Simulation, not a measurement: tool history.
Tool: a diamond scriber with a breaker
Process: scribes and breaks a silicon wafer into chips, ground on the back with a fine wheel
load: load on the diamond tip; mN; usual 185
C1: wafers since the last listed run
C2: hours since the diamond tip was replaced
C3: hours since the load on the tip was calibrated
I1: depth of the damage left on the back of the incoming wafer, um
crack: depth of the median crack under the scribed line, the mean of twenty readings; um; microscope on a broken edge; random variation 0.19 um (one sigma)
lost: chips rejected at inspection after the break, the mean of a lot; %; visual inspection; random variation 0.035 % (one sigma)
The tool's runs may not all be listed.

{"run": 1, "hour": 0.0, "load": 228, "C1": 0, "C2": 138.9, "C3": 1133.1, "I1": 1.54, "crack": 14.76, "lost": 1.67}
{"run": 2, "hour": 12.5, "load": 228, "C1": 29, "C2": 151.4, "C3": 1145.6, "I1": 2.29, "crack": 14.46, "lost": 1.82}
{"run": 3, "hour": 61.0, "load": 228, "C1": 115, "C2": 199.9, "C3": 1194.1, "I1": 1.84, "crack": 14.33, "lost": 1.42}
{"run": 4, "hour": 77.0, "load": 185, "C1": 38, "C2": 215.9, "C3": 1210.1, "I1": 2.74, "crack": 12.63, "lost": 1.86}
{"run": 5, "hour": 89.4, "load": 205, "C1": 29, "C2": 228.3, "C3": 1222.5, "I1": 2.14, "crack": 13.19, "lost": 0.93}
{"run": 6, "hour": 102.9, "load": 204, "C1": 32, "C2": 241.8, "C3": 1236.0, "I1": 1.77, "crack": 13.58, "lost": 0.84}
{"run": 7, "hour": 110.5, "load": 154, "C1": 18, "C2": 249.4, "C3": 1243.6, "I1": 2.29, "crack": 12.26, "lost": 4.33}
{"run": 8, "hour": 123.7, "load": 154, "C1": 31, "C2": 262.6, "C3": 1256.8, "I1": 2.18, "crack": 11.83, "lost": 4.65}
{"run": 9, "hour": 141.0, "load": 222, "C1": 41, "C2": 279.9, "C3": 1274.1, "I1": 2.05, "crack": 13.89, "lost": 0.97}
{"run": 10, "hour": 148.0, "load": 222, "C1": 16, "C2": 286.9, "C3": 1281.1, "I1": 2.38, "crack": 13.72, "lost": 1.21}
{"run": 11, "hour": 155.6, "load": 185, "C1": 18, "C2": 294.5, "C3": 1288.7, "I1": 2.46, "crack": 12.64, "lost": 2.59}
{"run": 12, "hour": 169.6, "load": 185, "C1": 33, "C2": 308.5, "C3": 1302.7, "I1": 2.0, "crack": 12.48, "lost": 2.37}
{"run": 13, "hour": 177.3, "load": 185, "C1": 18, "C2": 316.2, "C3": 1310.4, "I1": 1.83, "crack": 12.67, "lost": 2.45}
{"run": 14, "hour": 189.1, "load": 185, "C1": 28, "C2": 328.0, "C3": 1322.2, "I1": 2.41, "crack": 12.2, "lost": 3.11}
{"hour": 197.1, "done": "load on the tip recalibrated"}
{"run": 15, "hour": 200.9, "load": 185, "C1": 23, "C2": 339.8, "C3": 3.8, "I1": 1.73, "crack": 12.35, "lost": 2.86}
{"hour": 226.0, "done": "diamond tip replaced by a new one"}
{"run": 16, "hour": 226.5, "load": 219, "C1": 56, "C2": 0.5, "C3": 29.4, "I1": 2.68, "crack": 14.7, "lost": 2.17}
{"run": 17, "hour": 240.1, "load": 219, "C1": 32, "C2": 14.1, "C3": 43.0, "I1": 1.76, "crack": 14.15, "lost": 1.8}
{"run": 18, "hour": 246.5, "load": 185, "C1": 15, "C2": 20.5, "C3": 49.4, "I1": 1.61, "crack": 13.79, "lost": 0.8}
{"run": 19, "hour": 258.1, "load": 185, "C1": 27, "C2": 32.1, "C3": 61.0, "I1": 2.98, "crack": 13.22, "lost": 1.75}
{"run": 20, "hour": 270.4, "load": 219, "C1": 29, "C2": 44.4, "C3": 73.3, "I1": 1.91, "crack": 14.61, "lost": 1.65}
{"run": 21, "hour": 281.5, "load": 213, "C1": 26, "C2": 55.5, "C3": 84.4, "I1": 2.94, "crack": 14.15, "lost": 2.04}
{"run": 22, "hour": 292.2, "load": 131, "C1": 25, "C2": 66.2, "C3": 95.1, "I1": 1.87, "crack": 11.67, "lost": 4.99}
{"run": 23, "hour": 309.7, "load": 217, "C1": 41, "C2": 83.7, "C3": 112.6, "I1": 1.72, "crack": 14.87, "lost": 1.46}
{"run": 24, "hour": 322.8, "load": 185, "C1": 31, "C2": 96.8, "C3": 125.7, "I1": 1.97, "crack": 13.22, "lost": 0.93}
{"run": 25, "hour": 331.9, "load": 221, "C1": 21, "C2": 105.9, "C3": 134.8, "I1": 2.16, "crack": 14.42, "lost": 1.76}
{"run": 26, "hour": 345.2, "load": 143, "C1": 31, "C2": 119.2, "C3": 148.1, "I1": 2.64, "crack": 12.14, "lost": 4.58}
{"run": 27, "hour": 359.6, "load": 229, "C1": 34, "C2": 133.6, "C3": 162.5, "I1": 1.83, "crack": 14.49, "lost": 1.93}
{"run": 28, "hour": 376.2, "load": 131, "C1": 39, "C2": 150.2, "C3": 179.1, "I1": 2.22, "crack": 11.89, "lost": 5.92}
{"run": 29, "hour": 389.5, "load": 215, "C1": 31, "C2": 163.5, "C3": 192.4, "I1": 2.64, "crack": 14.14, "lost": 1.59}
{"run": 30, "hour": 404.8, "load": 185, "C1": 36, "C2": 178.8, "C3": 207.7, "I1": 2.02, "crack": 13.06, "lost": 1.09}
{"run": 31, "hour": 445.0, "load": 238, "C1": 95, "C2": 219.0, "C3": 247.9, "I1": 2.25, "crack": 14.57, "lost": 1.99}
{"run": 32, "hour": 454.2, "load": 185, "C1": 21, "C2": 228.2, "C3": 257.1, "I1": 1.94, "crack": 12.99, "lost": 1.37}
{"run": 33, "hour": 461.7, "load": 139, "C1": 17, "C2": 235.7, "C3": 264.6, "I1": 2.51, "crack": 11.63, "lost": 7.0}
{"run": 34, "hour": 476.3, "load": 231, "C1": 34, "C2": 250.3, "C3": 279.2, "I1": 2.99, "crack": 14.27, "lost": 2.03}
{"run": 35, "hour": 489.1, "load": 158, "C1": 30, "C2": 263.1, "C3": 292.0, "I1": 2.83, "crack": 12.05, "lost": 4.87}
{"run": 36, "hour": 496.5, "load": 151, "C1": 17, "C2": 270.5, "C3": 299.4, "I1": 2.95, "crack": 11.73, "lost": 6.22}
{"run": 37, "hour": 510.0, "load": 140, "C1": 32, "C2": 284.0, "C3": 312.9, "I1": 1.8, "crack": 11.09, "lost": 7.18}
{"run": 38, "hour": 527.5, "load": 208, "C1": 41, "C2": 301.5, "C3": 330.4, "I1": 2.79, "crack": 13.28, "lost": 1.75}
{"run": 39, "hour": 541.6, "load": 185, "C1": 33, "C2": 315.6, "C3": 344.5, "I1": 2.52, "crack": 12.37, "lost": 2.86}

5 ways to go on from here, each from the tool as it stands after run 39. What would each give?
{"run": "A", "hour": 542.2, "load": 185, "C1": 1, "C2": 316.2, "C3": 345.1, "I1": 2.59, "crack": "?", "lost": "?"}
{"run": "B", "hour": 542.2, "load": 220, "C1": 1, "C2": 316.2, "C3": 345.1, "I1": 2.59, "crack": "?", "lost": "?"}
{"run": "C", "hour": 542.2, "load": 199, "C1": 1, "C2": 316.2, "C3": 345.1, "I1": 2.59, "crack": "?", "lost": "?"}
{"run": "D", "hour": 542.2, "load": 240, "C1": 1, "C2": 316.2, "C3": 345.1, "I1": 2.59, "crack": "?", "lost": "?"}
{"run": "E", "hour": 542.2, "load": 138, "C1": 1, "C2": 316.2, "C3": 345.1, "I1": 2.59, "crack": "?", "lost": "?"}

run=A crack=12.38 lost=2.99
run=B crack=13.33 lost=1.38
run=C crack=12.76 lost=2.05
run=D crack=13.86 lost=1.47
run=E crack=11.04 lost=9.81
Without the tool's hidden state the same runs would have given:
run=A crack=13.45 lost=1.34
run=B crack=14.48 lost=2.35
run=C crack=13.87 lost=1.48
run=D crack=15.06 lost=3.79
run=E crack=12.00 lost=4.36
